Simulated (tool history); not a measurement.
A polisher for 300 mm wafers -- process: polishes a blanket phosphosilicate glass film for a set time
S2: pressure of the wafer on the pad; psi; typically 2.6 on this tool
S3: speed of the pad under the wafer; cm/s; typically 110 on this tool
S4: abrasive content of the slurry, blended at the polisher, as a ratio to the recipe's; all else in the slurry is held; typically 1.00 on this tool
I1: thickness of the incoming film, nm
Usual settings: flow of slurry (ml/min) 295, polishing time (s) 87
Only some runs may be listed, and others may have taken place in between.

run 1 day=0.000 | flow_of_slurry_(ml/min)=295 S2=2.6 S3=110 S4=1.00 polishing_time_(s)=87 | I1=3838.9 | film_removed_(nm)=461.0
run 2 day=1.017 | flow_of_slurry_(ml/min)=295 S2=2.6 S3=110 S4=1.00 polishing_time_(s)=87 | I1=3818.9 | film_removed_(nm)=456.6
-- day=1.517 slurry nozzle cleaned
run 3 day=2.046 | flow_of_slurry_(ml/min)=295 S2=2.6 S3=110 S4=1.00 polishing_time_(s)=87 | I1=3853.7 | film_removed_(nm)=449.5
-- day=2.533 worn pad replaced by a new one
-- day=3.617 conditioning disc replaced and pad reconditioned
run 4 day=4.725 | flow_of_slurry_(ml/min)=295 S2=2.6 S3=110 S4=1.00 polishing_time_(s)=87 | I1=3767.8 | film_removed_(nm)=513.7
run 5 day=7.900 | flow_of_slurry_(ml/min)=295 S2=2.6 S3=110 S4=1.00 polishing_time_(s)=87 | I1=3850.2 | film_removed_(nm)=480.5
run 6 day=10.492 | flow_of_slurry_(ml/min)=295 S2=2.6 S3=110 S4=1.00 polishing_time_(s)=87 | I1=3883.2 | film_removed_(nm)=472.1
-- day=11.658 head pressure recalibrated
-- day=13.758 worn pad replaced by a new one, of another model than before
-- day=13.888 conditioning disc replaced and pad reconditioned
run 7 day=14.033 | flow_of_slurry_(ml/min)=295 S2=2.6 S3=110 S4=1.00 polishing_time_(s)=87 | I1=3862.4 | film_removed_(nm)=523.1
-- day=15.129 slurry blender recalibrated
-- day=15.204 slurry nozzle cleaned
run 8 day=15.854 | flow_of_slurry_(ml/min)=295 S2=2.6 S3=110 S4=1.00 polishing_time_(s)=87 | I1=3846.7 | film_removed_(nm)=504.8
run 9 day=19.225 | flow_of_slurry_(ml/min)=295 S2=2.6 S3=110 S4=1.00 polishing_time_(s)=87 | I1=3843.3 | film_removed_(nm)=484.9
run 10 day=20.508 | flow_of_slurry_(ml/min)=295 S2=2.6 S3=110 S4=1.00 polishing_time_(s)=87 | I1=3750.5 | film_removed_(nm)=485.9
-- day=24.238 worn pad replaced by a new one
-- day=25.150 conditioning disc replaced and pad reconditioned
run 11 day=25.392 | flow_of_slurry_(ml/min)=295 S2=2.6 S3=110 S4=1.00 polishing_time_(s)=87 | I1=3835.6 | film_removed_(nm)=505.4
run 12 day=26.725 | flow_of_slurry_(ml/min)=295 S2=3.5 S3=130 S4=1.00 polishing_time_(s)=112 | I1=3848.7 | film_removed_(nm)=924.9
run 13 day=29.462 | flow_of_slurry_(ml/min)=295 S2=2.6 S3=110 S4=1.00 polishing_time_(s)=102 | I1=3815.0 | film_removed_(nm)=559.8
-- day=31.104 head pressure recalibrated
run 14 day=31.588 | flow_of_slurry_(ml/min)=295 S2=2.6 S3=110 S4=1.00 polishing_time_(s)=87 | I1=3868.6 | film_removed_(nm)=460.9
-- day=32.171 slurry nozzle cleaned
-- day=33.158 slurry blender recalibrated
run 15 day=34.083 | flow_of_slurry_(ml/min)=295 S2=2.6 S3=110 S4=1.10 polishing_time_(s)=87 | I1=3752.4 | film_removed_(nm)=455.8
-- day=34.883 conditioning disc replaced and pad reconditioned
-- day=35.262 worn pad replaced by a new one
run 16 day=36.979 | flow_of_slurry_(ml/min)=295 S2=2.1 S3=142 S4=1.00 polishing_time_(s)=77 | I1=3862.6 | film_removed_(nm)=412.9
run 17 day=38.046 | flow_of_slurry_(ml/min)=295 S2=2.6 S3=110 S4=1.10 polishing_time_(s)=108 | I1=3904.5 | film_removed_(nm)=667.0
run 18 day=39.788 | flow_of_slurry_(ml/min)=400 S2=2.6 S3=82 S4=1.00 polishing_time_(s)=75 | I1=3833.5 | film_removed_(nm)=383.4
run 19 day=42.346 | flow_of_slurry_(ml/min)=295 S2=2.6 S3=110 S4=1.00 polishing_time_(s)=87 | I1=3843.0 | film_removed_(nm)=468.0
run 20 day=43.504 | flow_of_slurry_(ml/min)=295 S2=2.6 S3=94 S4=0.80 polishing_time_(s)=87 | I1=3819.2 | film_removed_(nm)=382.6
-- day=43.696 worn pad replaced by a new one
-- day=45.300 slurry nozzle cleaned
-- day=45.346 conditioning disc replaced and pad reconditioned
run 21 day=46.283 | flow_of_slurry_(ml/min)=295 S2=2.6 S3=110 S4=1.25 polishing_time_(s)=87 | I1=3864.2 | film_removed_(nm)=563.7
run 22 day=47.438 | flow_of_slurry_(ml/min)=295 S2=2.6 S3=110 S4=1.00 polishing_time_(s)=87 | I1=3788.3 | film_removed_(nm)=489.1
run 23 day=49.038 | flow_of_slurry_(ml/min)=205 S2=2.2 S3=92 S4=1.25 polishing_time_(s)=87 | I1=3830.0 | film_removed_(nm)=409.3

Alternative continuations, all from the tool just after run 23; predict every row:
run A day=49.054 | flow_of_slurry_(ml/min)=295 S2=2.6 S3=110 S4=1.00 polishing_time_(s)=87 | I1=3866.1 | film_removed_(nm)=?
run B day=49.054 | flow_of_slurry_(ml/min)=295 S2=2.6 S3=146 S4=1.00 polishing_time_(s)=74 | I1=3866.1 | film_removed_(nm)=?
run C day=49.054 | flow_of_slurry_(ml/min)=295 S2=2.6 S3=110 S4=1.00 polishing_time_(s)=72 | I1=3866.1 | film_removed_(nm)=?
run D day=49.054 | flow_of_slurry_(ml/min)=295 S2=2.6 S3=110 S4=1.00 polishing_time_(s)=67 | I1=3866.1 | film_removed_(nm)=?
run E day=49.054 | flow_of_slurry_(ml/min)=295 S2=2.6 S3=122 S4=1.00 polishing_time_(s)=87 | I1=3866.1 | film_removed_(nm)=?

run=A film_removed_(nm)=458.6
run=B film_removed_(nm)=446.5
run=C film_removed_(nm)=379.5
run=D film_removed_(nm)=353.2
run=E film_removed_(nm)=480.9
Without the tool's unlogged condition, the same runs would have read:
run=A film_removed_(nm)=509.7
run=B film_removed_(nm)=496.2
run=C film_removed_(nm)=421.8
run=D film_removed_(nm)=392.5
run=E film_removed_(nm)=534.5
